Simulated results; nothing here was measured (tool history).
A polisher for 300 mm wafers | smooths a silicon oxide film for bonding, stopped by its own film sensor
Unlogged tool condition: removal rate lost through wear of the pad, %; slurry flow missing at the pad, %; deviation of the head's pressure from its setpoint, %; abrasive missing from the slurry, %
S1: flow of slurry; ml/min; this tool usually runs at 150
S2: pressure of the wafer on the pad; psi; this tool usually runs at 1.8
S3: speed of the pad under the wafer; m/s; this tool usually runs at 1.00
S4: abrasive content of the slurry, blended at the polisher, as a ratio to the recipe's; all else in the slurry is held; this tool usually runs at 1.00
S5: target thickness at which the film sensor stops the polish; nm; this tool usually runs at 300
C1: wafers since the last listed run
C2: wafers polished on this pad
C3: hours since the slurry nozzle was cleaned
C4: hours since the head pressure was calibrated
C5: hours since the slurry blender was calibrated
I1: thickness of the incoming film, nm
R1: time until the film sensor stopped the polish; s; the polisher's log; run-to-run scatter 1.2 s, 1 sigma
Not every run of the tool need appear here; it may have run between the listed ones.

Run 1, day 0.000: usual settings; C1 0; C2 3135; C3 542.6; C4 216.0; C5 472.6; I1 384.3. Result: R1 152.1 s.
Run 2, day 1.688: usual settings but S1 185 ml/min; C1 257; C2 3392; C3 583.1; C4 256.5; C5 513.1; I1 387.1. Result: R1 154.8 s.
At day 3.958: slurry nozzle cleaned.
At day 4.050: slurry blender recalibrated.
Run 3, day 4.071: usual settings but S1 185 ml/min; C1 344; C2 3737; C3 2.7; C4 313.7; C5 0.5; I1 382.9. Result: R1 149.0 s.
At day 5.712: worn pad replaced by a new one.
Run 4, day 7.167: usual settings but S1 185 ml/min; C1 447; C2 222; C3 77.0; C4 388.0; C5 74.8; I1 378.6. Result: R1 125.6 s.
Run 5, day 9.792: usual settings but S1 120 ml/min, S5 290 nm; C1 400; C2 623; C3 140.0; C4 451.0; C5 137.8; I1 375.7. Result: R1 148.7 s.
Run 6, day 13.104: usual settings; C1 505; C2 1129; C3 219.5; C4 530.5; C5 217.3; I1 383.9. Result: R1 140.8 s.
Run 7, day 15.467: usual settings; C1 360; C2 1489; C3 276.2; C4 587.2; C5 274.0; I1 380.3. Result: R1 136.8 s.
At day 16.288: head pressure recalibrated.
Run 8, day 18.900: usual settings; C1 511; C2 2001; C3 358.6; C4 62.7; C5 356.4; I1 381.5. Result: R1 140.0 s.
Run 9, day 20.475: usual settings but S3 1.30 m/s; C1 240; C2 2241; C3 396.4; C4 100.5; C5 394.2; I1 381.5. Result: R1 123.1 s.
Run 10, day 22.196: usual settings but S2 2.0 psi, S3 0.78 m/s, S4 1.25; C1 262; C2 2504; C3 437.7; C4 141.8; C5 435.5; I1 376.8. Result: R1 134.1 s.
Run 11, day 26.588: usual settings but S2 2.2 psi, S5 290 nm; C1 670; C2 3175; C3 543.1; C4 247.2; C5 540.9; I1 385.2. Result: R1 145.2 s.
At day 27.950: slurry blender recalibrated.
Run 12, day 30.046: usual settings but S3 1.18 m/s, S4 1.15, S5 281 nm; C1 515; C2 3690; C3 626.1; C4 330.2; C5 50.3; I1 378.4. Result: R1 153.9 s.
At day 30.300: slurry nozzle cleaned.
At day 30.604: worn pad replaced by a new one.
Run 13, day 33.067: usual settings but S1 125 ml/min, S4 0.70; C1 429; C2 376; C3 66.4; C4 402.7; C5 122.8; I1 373.0. Result: R1 141.9 s.
Run 14, day 35.404: usual settings but S1 135 ml/min, S3 1.16 m/s, S4 1.25; C1 356; C2 733; C3 122.5; C4 458.8; C5 178.9; I1 373.0. Result: R1 105.3 s.
Run 15, day 39.017: usual settings but S3 0.70 m/s; C1 551; C2 1284; C3 209.2; C4 545.5; C5 265.6; I1 380.5. Result: R1 169.6 s.
At day 42.129: head pressure recalibrated.
Run 16, day 46.421: usual settings; C1 1117; C2 2402; C3 386.9; C4 103.0; C5 443.3; I1 380.6. Result: R1 142.1 s.
Run 17, day 48.092: usual settings; C1 255; C2 2657; C3 427.0; C4 143.1; C5 483.4; I1 378.8. Result: R1 139.1 s.
At day 48.604: slurry blender recalibrated.
Run 18, day 50.258: usual settings but S3 0.90 m/s, S5 273 nm; C1 318; C2 2976; C3 479.0; C4 195.1; C5 39.7; I1 386.7. Result: R1 218.2 s.
At day 50.729: slurry nozzle cleaned.
Run 19, day 53.592: usual settings but S3 0.90 m/s, S4 0.75, S5 287 nm; C1 502; C2 3478; C3 68.7; C4 275.1; C5 119.7; I1 383.1. Result: R1 206.9 s.
At day 55.412: worn pad replaced by a new one.
Run 20, day 56.117: usual settings; C1 360; C2 107; C3 129.3; C4 335.7; C5 180.3; I1 382.9. Result: R1 136.0 s.
Run 21, day 58.533: usual settings but S1 190 ml/min, S5 292 nm; C1 369; C2 476; C3 187.3; C4 393.7; C5 238.3; I1 384.1. Result: R1 148.3 s.
Run 22, day 61.833: usual settings but S2 2.3 psi, S4 1.15; C1 503; C2 980; C3 266.5; C4 472.9; C5 317.5; I1 380.9. Result: R1 103.5 s.
Run 23, day 63.767: usual settings but S3 0.64 m/s; C1 295; C2 1275; C3 312.9; C4 519.3; C5 363.9; I1 380.8. Result: R1 174.6 s.
At day 65.579: head pressure recalibrated.
Run 24, day 67.483: usual settings but S4 0.90; C1 554; C2 1830; C3 402.1; C4 45.7; C5 453.1; I1 374.5. Result: R1 136.4 s.
Run 25, day 69.467: usual settings but S2 2.2 psi, S5 290 nm; C1 302; C2 2133; C3 449.7; C4 93.3; C5 500.7; I1 374.6. Result: R1 126.3 s.
At day 71.288: slurry blender recalibrated.
Run 26, day 71.508: usual settings; C1 299; C2 2432; C3 498.7; C4 142.3; C5 5.3; I1 382.4. Result: R1 149.8 s.
At day 74.917: slurry nozzle cleaned.
At day 79.462: worn pad replaced by a new one.
Run 27, day 80.483: usual settings but S3 1.14 m/s, S5 287 nm; C1 1338; C2 156; C3 133.6; C4 357.7; C5 220.7; I1 376.5. Result: R1 134.9 s.
Run 28, day 83.675: usual settings but S1 165 ml/min, S3 0.84 m/s; C1 487; C2 643; C3 210.2; C4 434.3; C5 297.3; I1 375.7. Result: R1 136.4 s.
Run 29, day 85.842: usual settings but S2 2.0 psi; C1 330; C2 974; C3 262.2; C4 486.3; C5 349.3; I1 375.9. Result: R1 116.8 s.

The tool's hidden state at each run:
slurry flow missing at the pad, %: 0 on each run
deviation of the head's pressure from its setpoint, %: 0 on each run
abrasive missing from the slurry, %: 0 on each run
H1: removal rate lost through wear of the pad, %
run    H1
  1  11.5
  2  12.4
  3  13.6
  4  1.75
  5  3.06
  6  4.73
  7  5.91
  8  7.63
  9  8.43
 10  9.29
 11  11.5
 12  13.2
 13  2.25
 14  3.42
 15  5.23
 16  8.95
 17  9.79
 18  10.9
 19  12.5
 20  2.76
 21  3.98
 22  5.63
 23   6.6
 24  8.47
 25  9.46
 26  10.5
 27  1.02
 28  2.62
 29  3.71
